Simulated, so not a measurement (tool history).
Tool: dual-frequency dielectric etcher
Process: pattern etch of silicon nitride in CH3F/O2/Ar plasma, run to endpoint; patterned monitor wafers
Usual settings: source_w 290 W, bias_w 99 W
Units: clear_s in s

| run | hour | source_w | bias_w | incoming incoming film thickness, nm | clear_s |
|---|---|---|---|---|---|
| 1 | 0 | 290 | 99 | 32.3 | 42.9 |
| 2 | 91.2 | 290 | 99 | 31.79 | 42.3 |
| 3 | 165.9 | 250 | 99 | 31.9 | 43.5 |
| 4 | 212.3 | 250 | 99 | 31.93 | 43.5 |
| 5 | 315.3 | 250 | 99 | 32.14 | 43.3 |
|  | 394.2 | wet clean of the chamber |
| 6 | 420.6 | 290 | 112 | 32.2 | 38.7 |
| 7 | 521.6 | 290 | 112 | 31.96 | 37.2 |
|  | 554.3 | bias power generator calibrated |
|  | 593.7 | wet clean of the chamber, repeated, since the last time left the tool worse |
| 8 | 600.1 | 290 | 107 | 31.89 | 41 |
|  | 651.6 | upper electrode replaced |
| 9 | 652.1 | 290 | 99 | 31.83 | 42.2 |
| 10 | 838.8 | 250 | 119 | 32.21 | 39.6 |
|  | 861.1 | source power generator calibrated |
| 11 | 895.7 | 290 | 99 | 32.26 | 42.2 |
|  | 961.1 | wet clean of the chamber |
| 12 | 961.6 | 240 | 105 | 31.91 | 44 |
| 13 | 1018.6 | 270 | 80 | 31.86 | 48.6 |
| 14 | 1079.9 | 260 | 99 | 32.03 | 44 |
| 15 | 1156.5 | 250 | 85 | 31.93 | 47.6 |

4 ways to go on from here, each from the tool as it stands after run 15. What would each give?
| A | 1156.9 | 290 | 99 | 32.43 | ? |
| B | 1156.9 | 330 | 89 | 32.43 | ? |
| C | 1156.9 | 270 | 99 | 32.43 | ? |
| D | 1156.9 | 230 | 99 | 32.43 | ? |

| run | clear_s |
|---|---|
| A | 43.1 |
| B | 44 |
| C | 43.8 |
| D | 45.5 |
Without the tool's hidden state the same runs would have given:
| run | clear_s |
|---|---|
| A | 43.3 |
| B | 44.3 |
| C | 44.1 |
| D | 45.7 |
